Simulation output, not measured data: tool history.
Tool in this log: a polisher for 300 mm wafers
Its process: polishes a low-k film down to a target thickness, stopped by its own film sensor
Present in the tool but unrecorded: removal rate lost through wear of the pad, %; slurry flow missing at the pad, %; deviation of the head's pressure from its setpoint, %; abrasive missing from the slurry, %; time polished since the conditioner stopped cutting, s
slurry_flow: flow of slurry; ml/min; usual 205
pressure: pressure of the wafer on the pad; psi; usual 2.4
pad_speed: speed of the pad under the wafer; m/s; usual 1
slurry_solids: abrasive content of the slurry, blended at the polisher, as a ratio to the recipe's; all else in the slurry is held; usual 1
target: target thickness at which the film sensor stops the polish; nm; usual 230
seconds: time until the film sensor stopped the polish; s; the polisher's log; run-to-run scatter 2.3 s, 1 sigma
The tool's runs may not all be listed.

run	hour	slurry_flow	pressure	pad_speed	slurry_solids	target	wafers since the last listed run	wafers polished on this pad	hours since the slurry nozzle was cleaned	hours since the head pressure was calibrated	hours since the slurry blender was calibrated	hours since the conditioning disc was replaced	incoming thickness of the incoming film, nm	seconds
1	0	205	2.4	1	1	240	0	465	188.1	634.1	297	187.4	282.9	136.8
2	6.9	205	2.4	1	1	240	75	541	195	641	303.9	194.3	282.1	136.7
3	23.5	175	2.4	0.88	1	230	181	723	211.6	657.6	320.5	210.9	280.3	186.3
4	38.6	175	2.4	0.88	1	230	165	888	226.7	672.7	335.6	226	276.4	172.2
5	48.7	165	2.4	1	1	230	110	999	236.8	682.8	345.7	236.1	277.9	160.4
6	62.1	205	2.4	1	1	230	146	1145	250.2	696.2	359.1	249.5	279.9	166.9
7	72.7	205	2.4	1	1	230	116	1261	260.8	706.8	369.7	260.1	277.9	156.4
# hour 87.7: worn pad replaced by a new one
# hour 90.6: slurry nozzle cleaned
8	91.1	205	2.4	1	1	230	146	25	0.5	725.2	388.1	278.5	280.6	166.7
9	98.6	205	1.8	1.16	1.25	245	82	107	8	732.7	395.6	286	276.5	114
10	113.1	205	2.4	1.14	1	230	158	266	22.5	747.2	410.1	300.5	281	159.3
# hour 123.7: slurry blender recalibrated
# hour 123.8: head pressure recalibrated
11	130.7	175	2.4	0.88	1	230	169	436	40.1	6.9	7	318.1	275.7	169.8
# hour 141.9: conditioning disc replaced and pad reconditioned
12	143.8	205	2.1	0.76	1	230	121	557	53.2	20	20.1	1.9	280.7	178.4
13	160	235	2.8	1	1	230	177	735	69.4	36.2	36.3	18.1	279.9	111.8
14	172.5	205	2.4	1	1.1	230	136	872	81.9	48.7	48.8	30.6	281	141.1
# hour 205.4: worn pad replaced by a new one
15	212.7	205	2.4	1	0.75	219	396	80	122.1	88.9	89	70.8	281.3	202.3
16	221.4	205	2.4	1	1	230	95	175	130.8	97.6	97.7	79.5	277.5	146.6

Per-run results on a tool with no hidden state, each run keeping its own random variation:
run	seconds
1	102.7
2	102.4
3	141.4
4	130.2
5	118.4
6	122.7
7	114.7
8	121.8
9	85.7
10	113.2
11	126
12	172.5
13	100.2
14	124.1
15	165.3
16	118.3

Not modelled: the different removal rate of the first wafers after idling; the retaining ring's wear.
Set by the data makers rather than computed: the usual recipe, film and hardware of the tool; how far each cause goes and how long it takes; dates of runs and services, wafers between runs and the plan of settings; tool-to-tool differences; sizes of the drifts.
